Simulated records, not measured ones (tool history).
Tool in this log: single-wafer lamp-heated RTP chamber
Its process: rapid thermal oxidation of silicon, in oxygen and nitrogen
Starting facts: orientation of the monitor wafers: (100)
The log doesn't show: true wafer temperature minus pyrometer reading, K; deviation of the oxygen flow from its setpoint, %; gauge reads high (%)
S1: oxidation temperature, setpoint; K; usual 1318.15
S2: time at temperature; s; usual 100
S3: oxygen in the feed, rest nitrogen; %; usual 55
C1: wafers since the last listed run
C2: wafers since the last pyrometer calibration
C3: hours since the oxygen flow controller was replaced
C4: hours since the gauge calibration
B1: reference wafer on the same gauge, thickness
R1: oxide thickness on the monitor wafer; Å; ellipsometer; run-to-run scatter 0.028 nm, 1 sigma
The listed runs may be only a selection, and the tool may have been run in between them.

Run 1, day 0: usual settings; C1 0; C2 2790; C3 4584.6; C4 256.8; B1 8.732. Result: R1 82.37 Å.
Run 2, day 0.671: usual settings; C1 187; C2 2978; C3 4600.7; C4 272.9; B1 8.723. Result: R1 82.66 Å.
Run 3, day 1.933: usual settings; C1 353; C2 3332; C3 4631; C4 303.2; B1 8.729. Result: R1 82.81 Å.
Run 4, day 3.021: usual settings; C1 304; C2 3637; C3 4657.1; C4 329.3; B1 8.71. Result: R1 82.82 Å.
Run 5, day 3.7: usual settings; C1 190; C2 3827; C3 4673.4; C4 345.6; B1 8.713. Result: R1 83.37 Å.
Run 6, day 5.008: usual settings but S3 47 %; C1 366; C2 4193; C3 4704.8; C4 377; B1 8.726. Result: R1 78.82 Å.
Run 7, day 6.121: usual settings but S2 68 s; C1 311; C2 4505; C3 4731.5; C4 403.7; B1 8.718. Result: R1 69.92 Å.
Run 8, day 6.921: usual settings; C1 224; C2 4729; C3 4750.7; C4 422.9; B1 8.716. Result: R1 83.27 Å.
Run 9, day 7.446: usual settings; C1 147; C2 4876; C3 4763.3; C4 435.5; B1 8.725. Result: R1 83.82 Å.
Run 10, day 8.025: usual settings; C1 162; C2 5039; C3 4777.2; C4 449.4; B1 8.727. Result: R1 83.85 Å.
At day 11.117: gauge calibrated.
Run 11, day 11.758: usual settings but S2 125 s, S3 67 %; C1 1046; C2 6085; C3 4866.8; C4 15.4; B1 8.72. Result: R1 100.46 Å.
Run 12, day 12.671: usual settings; C1 255; C2 6341; C3 4888.7; C4 37.3; B1 8.719. Result: R1 84.28 Å.
Run 13, day 13.479: usual settings but S2 149 s, S3 70 %; C1 226; C2 6567; C3 4908.1; C4 56.7; B1 8.713. Result: R1 111.15 Å.
Run 14, day 14.721: usual settings but S1 1340.15 K, S2 145 s, S3 65 %; C1 347; C2 6915; C3 4937.9; C4 86.5; B1 8.717. Result: R1 123.66 Å.
At day 16.096: oxygen flow controller replaced.
Run 15, day 16.171: usual settings but S1 1292.15 K, S2 147 s, S3 39 %; C1 312; C2 7228; C3 1.8; C4 121.3; B1 8.713. Result: R1 75.03 Å.
At day 16.658: pyrometer window cleaned and pyrometer calibrated.
Run 16, day 18.988: usual settings but S1 1331.15 K, S3 71 %; C1 695; C2 653; C3 69.4; C4 188.9; B1 8.721. Result: R1 97.38 Å.
Run 17, day 20.421: usual settings but S2 114 s, S3 83 %; C1 401; C2 1054; C3 103.8; C4 223.3; B1 8.723. Result: R1 100.6 Å.
Run 18, day 21.158: usual settings but S1 1293.15 K; C1 206; C2 1261; C3 121.5; C4 241; B1 8.717. Result: R1 68.17 Å.
Run 19, day 21.696: usual settings but S1 1303.15 K, S2 50 s, S3 34 %; C1 150; C2 1412; C3 134.4; C4 253.9; B1 8.723. Result: R1 46.09 Å.

Forecast each of these 4 alternatives for the next run:
Run A, day 21.712: usual settings but S3 34 %; C1 4; C2 1416; C3 134.8; C4 254.3; B1 ?. Result: R1 ?.
Run B, day 21.712: usual settings but S1 1340.15 K; C1 4; C2 1416; C3 134.8; C4 254.3; B1 ?. Result: R1 ?.
Run C, day 21.712: usual settings but S1 1300.15 K, S2 85 s, S3 33 %; C1 4; C2 1416; C3 134.8; C4 254.3; B1 ?. Result: R1 ?.
Run D, day 21.712: usual settings but S3 71 %; C1 4; C2 1416; C3 134.8; C4 254.3; B1 ?. Result: R1 ?.

run     B1     R1
  A  8.722  68.84
  B  8.722  94.81
  C  8.722  56.04
  D  8.722  89.52
What these runs would have given with no unlogged condition in the tool:
run     R1
  A   68.2
  B  93.95
  C  55.51
  D  88.67
